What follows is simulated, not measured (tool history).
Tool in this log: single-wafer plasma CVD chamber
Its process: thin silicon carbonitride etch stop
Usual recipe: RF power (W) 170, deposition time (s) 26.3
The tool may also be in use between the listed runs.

| run | day | RF power (W) | deposition time (s) | wafers since the last listed run | hours since the last thermocouple change | hours since the last RF generator calibration | hours since the showerhead was replaced | hours since the gauge calibration | read-back reference wafer on the same gauge, thickness_nm | mean film thickness on the monitor wafer (nm) |
|---|---|---|---|---|---|---|---|---|---|---|
| 1 | 0.000 | 145 | 24.8 | 0 | 1509.2 | 1753.6 | 4345.9 | 2760.4 | 13.571 | 13.128 |
| 2 | 2.225 | 170 | 24.3 | 1879 | 1562.6 | 1807.0 | 4399.3 | 2813.8 | 13.565 | 13.367 |
| 3 | 4.646 | 195 | 22.4 | 2045 | 1620.7 | 1865.1 | 4457.4 | 2871.9 | 13.558 | 12.724 |
| 4 | 7.408 | 170 | 26.3 | 2333 | 1687.0 | 1931.4 | 4523.7 | 2938.2 | 13.549 | 14.520 |
| 5 | 10.408 | 170 | 26.3 | 2534 | 1759.0 | 2003.4 | 4595.7 | 3010.2 | 13.549 | 14.449 |
| 6 | 13.608 | 170 | 26.3 | 2703 | 1835.8 | 2080.2 | 4672.5 | 3087.0 | 13.534 | 14.531 |
| 7 | 24.754 | 170 | 29.9 | 9415 | 2103.3 | 2347.7 | 4940.0 | 3354.5 | 13.520 | 16.317 |
| 8 | 26.504 | 170 | 29.9 | 1478 | 2145.3 | 2389.7 | 4982.0 | 3396.5 | 13.522 | 16.385 |
| 9 | 34.558 | 170 | 29.9 | 6803 | 2338.6 | 2583.0 | 5175.3 | 3589.8 | 13.507 | 16.408 |
|  | 36.800 | thermocouple changed; heater temperature recalibrated |
| 10 | 37.679 | 175 | 28.4 | 2354 | 21.1 | 2657.9 | 5250.2 | 3664.7 | 13.501 | 15.640 |
|  | 39.562 | RF generator calibrated |
| 11 | 39.946 | 175 | 28.4 | 1633 | 75.5 | 9.2 | 5304.6 | 3719.1 | 13.497 | 15.603 |
| 12 | 43.392 | 175 | 28.4 | 2910 | 158.2 | 91.9 | 5387.3 | 3801.8 | 13.490 | 15.677 |
| 13 | 46.762 | 170 | 26.3 | 2847 | 239.1 | 172.8 | 5468.2 | 3882.7 | 13.478 | 14.470 |
| 14 | 49.554 | 170 | 26.3 | 2358 | 306.1 | 239.8 | 5535.2 | 3949.7 | 13.478 | 14.352 |
|  | 49.742 | gauge calibrated |
| 15 | 52.408 | 170 | 26.3 | 2411 | 374.6 | 308.3 | 5603.7 | 64.0 | 13.807 | 14.774 |
| 16 | 55.929 | 180 | 21.1 | 2974 | 459.1 | 392.8 | 5688.2 | 148.5 | 13.807 | 12.001 |
| 17 | 57.442 | 200 | 28.3 | 1277 | 495.4 | 429.1 | 5724.5 | 184.8 | 13.788 | 16.542 |
|  | 59.650 | showerhead replaced |
| 18 | 59.942 | 170 | 26.3 | 1830 | 555.4 | 489.1 | 7.0 | 244.8 | 13.795 | 14.680 |
| 19 | 63.054 | 190 | 26.3 | 2629 | 630.1 | 563.8 | 81.7 | 319.5 | 13.789 | 15.160 |
| 20 | 65.146 | 190 | 23.6 | 1766 | 680.3 | 614.0 | 131.9 | 369.7 | 13.784 | 13.568 |
| 21 | 67.854 | 155 | 25.0 | 2287 | 745.3 | 679.0 | 196.9 | 434.7 | 13.785 | 13.655 |
| 22 | 71.917 | 170 | 26.3 | 3431 | 842.8 | 776.5 | 294.4 | 532.2 | 13.771 | 14.680 |
| 23 | 75.688 | 160 | 30.1 | 3185 | 933.3 | 867.0 | 384.9 | 622.7 | 13.776 | 16.641 |
| 24 | 78.854 | 200 | 26.3 | 2675 | 1009.3 | 943.0 | 460.9 | 698.7 | 13.749 | 15.326 |
| 25 | 82.788 | 135 | 26.3 | 3322 | 1103.7 | 1037.4 | 555.3 | 793.1 | 13.756 | 13.833 |
| 26 | 84.600 | 145 | 23.8 | 1531 | 1147.2 | 1080.9 | 598.8 | 836.6 | 13.750 | 12.810 |
| 27 | 96.679 | 155 | 27.9 | 10203 | 1437.1 | 1370.8 | 888.7 | 1126.5 | 13.731 | 15.174 |
| 28 | 100.600 | 170 | 26.3 | 3312 | 1531.2 | 1464.9 | 982.8 | 1220.6 | 13.716 | 14.648 |
| 29 | 104.908 | 200 | 28.8 | 3639 | 1634.6 | 1568.3 | 1086.2 | 1324.0 | 13.723 | 16.692 |
| 30 | 108.229 | 200 | 27.9 | 2805 | 1714.3 | 1648.0 | 1165.9 | 1403.7 | 13.716 | 16.137 |
| 31 | 110.317 | 180 | 28.5 | 1763 | 1764.4 | 1698.1 | 1216.0 | 1453.8 | 13.714 | 16.102 |
| 32 | 112.496 | 190 | 22.7 | 1840 | 1816.7 | 1750.4 | 1268.3 | 1506.1 | 13.701 | 12.992 |
| 33 | 114.912 | 170 | 26.3 | 2041 | 1874.7 | 1808.4 | 1326.3 | 1564.1 | 13.704 | 14.670 |
| 34 | 116.733 | 145 | 27.9 | 1538 | 1918.4 | 1852.1 | 1370.0 | 1607.8 | 13.695 | 14.863 |

Predict the results of run 35:
| 35 | 126.550 | 185 | 24.2 | 8292 | 2154.0 | 2087.7 | 1605.6 | 1843.4 | ? | ? |

{"run 35": {"read-back reference wafer on the same gauge, thickness_nm": 13.681, "mean film thickness on the monitor wafer (nm)": 13.681}}
Take away the tool's hidden state, keep the run-to-run variation as it was, and the same run would have given mean film thickness on the monitor wafer (nm) 13.801.
